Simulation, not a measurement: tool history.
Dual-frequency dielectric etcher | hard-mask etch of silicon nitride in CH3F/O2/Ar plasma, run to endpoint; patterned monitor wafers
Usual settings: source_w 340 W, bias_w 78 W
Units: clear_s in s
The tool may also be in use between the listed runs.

run   hour  source_w  bias_w  wafers since the last listed run  hours since the last wet clean  hours since the last source power generator calibration  hours since the last bias power generator calibration  hours since the last upper electrode change  incoming incoming film thickness, nm  clear_s
  1      0       340      78                                 0                           564.8                                                   3430.9                                                 2454.3                                       4351.5                                 28.68     43.8
  2   14.8       340      78                               147                           579.6                                                   3445.7                                                 2469.1                                       4366.3                                 28.76     43.9
  3   21.1       340      78                                62                           585.9                                                     3452                                                 2475.4                                       4372.6                                 28.62     43.8
  4     30       340      78                                88                           594.8                                                   3460.9                                                 2484.3                                       4381.5                                 28.54     43.6
  5   47.8       340      78                               177                           612.6                                                   3478.7                                                 2502.1                                       4399.3                                 28.53     43.4
  6   63.3       340      78                               154                           628.1                                                   3494.2                                                 2517.6                                       4414.8                                 28.84       44
  7   78.1       340      78                               147                           642.9                                                     3509                                                 2532.4                                       4429.6                                 28.47     43.1
      91.7  -- source power generator calibrated
  8   92.2       340      78                               100                             657                                                      0.5                                                 2546.5                                       4443.7                                 28.27     43.1
     117.5  -- wet clean of the chamber
     133.4  -- upper electrode replaced
  9  133.9       340      78                                18                            16.4                                                     42.2                                                 2588.2                                          0.5                                 28.35     45.4
 10  134.2       390      60                                 2                            16.7                                                     42.5                                                 2588.5                                          0.8                                 28.36     49.7
 11  134.5       290      72                                 2                              17                                                     42.8                                                 2588.8                                          1.1                                  28.3     51.5
     139.8  -- bias power generator calibrated
 12  140.3       340      91                                17                            22.8                                                     48.6                                                    0.5                                          6.9                                 28.62       42
 13  146.2       420      78                                58                            28.7                                                     54.5                                                    6.4                                         12.8                                 28.34     41.1
 14  158.8       340      78                               125                            41.3                                                     67.1                                                     19                                         25.4                                 28.68       46
 15  176.2       310      92                               173                            58.7                                                     84.5                                                   36.4                                         42.8                                 28.52     43.3

Some steps in clear_s between neighbouring runs. How much of each would the tool show without its hidden state too (settings, what came in, random variation), and how much is left for the hidden state, with any gauge scatter that isn't in both results?
The hidden state here: etch rate over this chamber's usual, %; source power that arrives over what is set, %; bias power that arrives over what is set, %.
Run 8 -> 9: wet clean of the chamber, upper electrode replaced. clear_s +2.3 s: hidden state +2.6, all else -0.3.
Run 11 -> 12: source_w 290 -> 340, bias_w 72 -> 91, bias power generator calibrated. clear_s -9.5 s: hidden state +0, all else -9.5.

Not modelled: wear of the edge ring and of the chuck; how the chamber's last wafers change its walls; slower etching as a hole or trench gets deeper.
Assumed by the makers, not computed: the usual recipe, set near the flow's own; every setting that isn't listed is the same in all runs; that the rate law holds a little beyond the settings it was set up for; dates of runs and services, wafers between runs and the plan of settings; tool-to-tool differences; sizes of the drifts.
